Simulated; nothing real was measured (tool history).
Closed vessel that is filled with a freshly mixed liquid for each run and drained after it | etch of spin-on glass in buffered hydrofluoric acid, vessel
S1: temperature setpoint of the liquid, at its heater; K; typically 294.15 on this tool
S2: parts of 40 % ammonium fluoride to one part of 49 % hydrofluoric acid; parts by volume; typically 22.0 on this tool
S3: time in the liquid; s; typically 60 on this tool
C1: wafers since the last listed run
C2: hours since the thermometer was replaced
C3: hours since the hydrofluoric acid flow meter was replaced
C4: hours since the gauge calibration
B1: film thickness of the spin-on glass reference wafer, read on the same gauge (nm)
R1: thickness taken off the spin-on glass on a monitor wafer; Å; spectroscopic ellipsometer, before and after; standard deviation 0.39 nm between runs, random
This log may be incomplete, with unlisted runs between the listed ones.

Run 1, day 0.000: usual settings but S2 27.5 parts by volume; C1 0; C2 871.9; C3 1404.5; C4 218.0; B1 40.01. Result: R1 904.0 Å.
Run 2, day 1.462: usual settings but S2 27.5 parts by volume; C1 3209; C2 907.0; C3 1439.6; C4 253.1; B1 40.00. Result: R1 901.8 Å.
Run 3, day 2.625: usual settings but S2 28.0 parts by volume; C1 2550; C2 934.9; C3 1467.5; C4 281.0; B1 40.01. Result: R1 886.7 Å.
Run 4, day 3.508: usual settings but S2 28.0 parts by volume; C1 1938; C2 956.1; C3 1488.7; C4 302.2; B1 39.99. Result: R1 886.6 Å.
Run 5, day 4.550: usual settings but S2 28.0 parts by volume; C1 2285; C2 981.1; C3 1513.7; C4 327.2; B1 39.95. Result: R1 889.1 Å.
Run 6, day 5.346: usual settings; C1 1746; C2 1000.2; C3 1532.8; C4 346.3; B1 40.00. Result: R1 1046.8 Å.
Run 7, day 6.242: usual settings but S2 27.0 parts by volume; C1 1965; C2 1021.7; C3 1554.3; C4 367.8; B1 39.99. Result: R1 908.2 Å.
At day 7.062: hydrofluoric acid flow meter replaced.
Run 8, day 7.400: usual settings but S1 298.15 K; C1 2450; C2 1049.5; C3 8.1; C4 395.6; B1 40.00. Result: R1 1300.9 Å.
At day 8.021: gauge calibrated.
Run 9, day 8.067: usual settings but S1 298.15 K; C1 1462; C2 1065.5; C3 24.1; C4 1.1; B1 39.98. Result: R1 1296.7 Å.
Run 10, day 9.462: usual settings but S2 17.5 parts by volume, S3 75 s; C1 3062; C2 1099.0; C3 57.6; C4 34.6; B1 39.99. Result: R1 1579.5 Å.
At day 9.888: thermometer replaced.
Run 11, day 10.208: usual settings but S1 290.65 K; C1 1545; C2 7.7; C3 75.5; C4 52.5; B1 39.98. Result: R1 921.7 Å.
Run 12, day 10.942: usual settings but S2 25.5 parts by volume, S3 70 s; C1 1609; C2 25.3; C3 93.1; C4 70.1; B1 39.99. Result: R1 1189.8 Å.
Run 13, day 12.433: usual settings but S2 27.0 parts by volume, S3 50 s; C1 3273; C2 61.1; C3 128.9; C4 105.9; B1 39.98. Result: R1 814.0 Å.
Run 14, day 13.112: usual settings but S2 28.5 parts by volume; C1 1490; C2 77.4; C3 145.2; C4 122.2; B1 40.01. Result: R1 936.5 Å.
Run 15, day 13.671: usual settings; C1 1225; C2 90.8; C3 158.6; C4 135.6; B1 40.02. Result: R1 1121.4 Å.
Run 16, day 14.812: usual settings but S1 291.15 K; C1 2505; C2 118.2; C3 186.0; C4 163.0; B1 39.99. Result: R1 938.0 Å.
Run 17, day 16.300: usual settings but S1 298.15 K, S2 27.5 parts by volume; C1 3263; C2 153.9; C3 221.7; C4 198.7; B1 40.03. Result: R1 1191.8 Å.
Run 18, day 17.104: usual settings but S3 30 s; C1 1764; C2 173.2; C3 241.0; C4 218.0; B1 40.01. Result: R1 554.6 Å.
Run 19, day 18.250: usual settings; C1 2514; C2 200.7; C3 268.5; C4 245.5; B1 40.01. Result: R1 1110.3 Å.
Run 20, day 19.433: usual settings but S2 25.5 parts by volume, S3 70 s; C1 2596; C2 229.1; C3 296.9; C4 273.9; B1 39.99. Result: R1 1171.9 Å.
Run 21, day 20.496: usual settings but S2 14.0 parts by volume, S3 90 s; C1 2331; C2 254.6; C3 322.4; C4 299.4; B1 40.01. Result: R1 2515.6 Å.

Exercise: give the hidden state of the tool at every run:
hydrofluoric acid flow above the setpoint (%): 0 across all the runs
gauge reads high (%): 0 across all the runs
H1: liquid colder than its thermometer reads (K)
run     H1
  1   1.38
  2   1.43
  3   1.47
  4   1.51
  5   1.54
  6   1.57
  7    1.6
  8   1.64
  9   1.67
 10   1.72
 11  0.216
 12  0.242
 13  0.294
 14  0.318
 15  0.338
 16  0.378
 17  0.431
 18  0.459
 19    0.5
 20  0.541
 21  0.579
